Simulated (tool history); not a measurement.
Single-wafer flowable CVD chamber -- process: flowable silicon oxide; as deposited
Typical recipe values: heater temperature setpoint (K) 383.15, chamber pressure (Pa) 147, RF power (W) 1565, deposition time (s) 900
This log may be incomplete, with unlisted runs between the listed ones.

| run | hour | heater temperature setpoint (K) | chamber pressure (Pa) | RF power (W) | deposition time (s) | read-back reference wafer on the same gauge, thickness_nm | mean film thickness on the monitor wafer (nm) |
|---|---|---|---|---|---|---|---|
| 1 | 0 | 383.15 | 147 | 1565 | 900 | 429.656 | 495.635 |
| 2 | 32.1 | 383.15 | 147 | 1565 | 900 | 429.1 | 492.372 |
| 3 | 60.4 | 383.15 | 147 | 1565 | 900 | 429.153 | 496.945 |
| 4 | 93.4 | 383.15 | 147 | 1565 | 900 | 429.357 | 491.124 |
| 5 | 105.4 | 383.15 | 147 | 1565 | 847 | 428.608 | 465.272 |
| 6 | 132.2 | 383.15 | 147 | 1565 | 847 | 428.532 | 462.384 |
| 7 | 166.1 | 383.15 | 147 | 1565 | 847 | 429.451 | 468.87 |
| 8 | 179.8 | 383.15 | 147 | 1565 | 900 | 429.192 | 496.608 |
|  | 202 | RF generator calibrated |
| 9 | 207.3 | 383.15 | 147 | 1565 | 900 | 428.858 | 498.016 |
| 10 | 227.8 | 383.15 | 147 | 1565 | 829 | 428.631 | 460.486 |
| 11 | 260.4 | 383.15 | 147 | 1565 | 900 | 428.734 | 490.233 |
|  | 278.2 | showerhead replaced |
|  | 314 | thermocouple changed; heater temperature recalibrated |
| 12 | 348.4 | 383.15 | 147 | 1565 | 900 | 428.661 | 491.575 |
|  | 372.9 | capacitance manometer re-zeroed and calibrated |
| 13 | 376.5 | 383.15 | 147 | 1565 | 992 | 428.834 | 546.326 |
| 14 | 402.1 | 383.15 | 147 | 1660 | 900 | 428.946 | 504.906 |
| 15 | 421.1 | 383.15 | 147 | 1565 | 900 | 428.995 | 497.05 |
| 16 | 438.9 | 396.15 | 147 | 1465 | 958 | 428.843 | 363.557 |
| 17 | 462.4 | 388.15 | 147 | 1435 | 900 | 429.132 | 416.115 |
|  | 464.7 | gauge calibrated |
| 18 | 490.2 | 383.15 | 147 | 1565 | 971 | 429.017 | 533.416 |
| 19 | 504.8 | 378.15 | 125 | 1325 | 764 | 428.87 | 384.004 |
| 20 | 526.1 | 383.15 | 131 | 1565 | 968 | 429.387 | 471.354 |
| 21 | 541.2 | 383.15 | 147 | 1565 | 900 | 428.946 | 493.634 |
| 22 | 558.3 | 396.15 | 120 | 1650 | 1020 | 428.708 | 324.358 |
| 23 | 571.8 | 383.15 | 147 | 1565 | 990 | 429.377 | 545.65 |
| 24 | 592.8 | 383.15 | 147 | 1565 | 900 | 429.183 | 494.572 |
| 25 | 619.4 | 392.15 | 157 | 1285 | 822 | 428.607 | 348.456 |
| 26 | 637.7 | 383.15 | 147 | 1565 | 829 | 429.073 | 455.81 |
| 27 | 658.1 | 383.15 | 116 | 1565 | 900 | 428.504 | 386.267 |

Run 28 comes next. What will it give?
| 28 | 677.7 | 388.15 | 159 | 1565 | 1028 | ? | ? |

{"run 28": {"read-back reference wafer on the same gauge, thickness_nm": 428.872, "mean film thickness on the monitor wafer (nm)": 531.238}}
With no hidden state in the tool, this same run would have given mean film thickness on the monitor wafer (nm) 531.238.
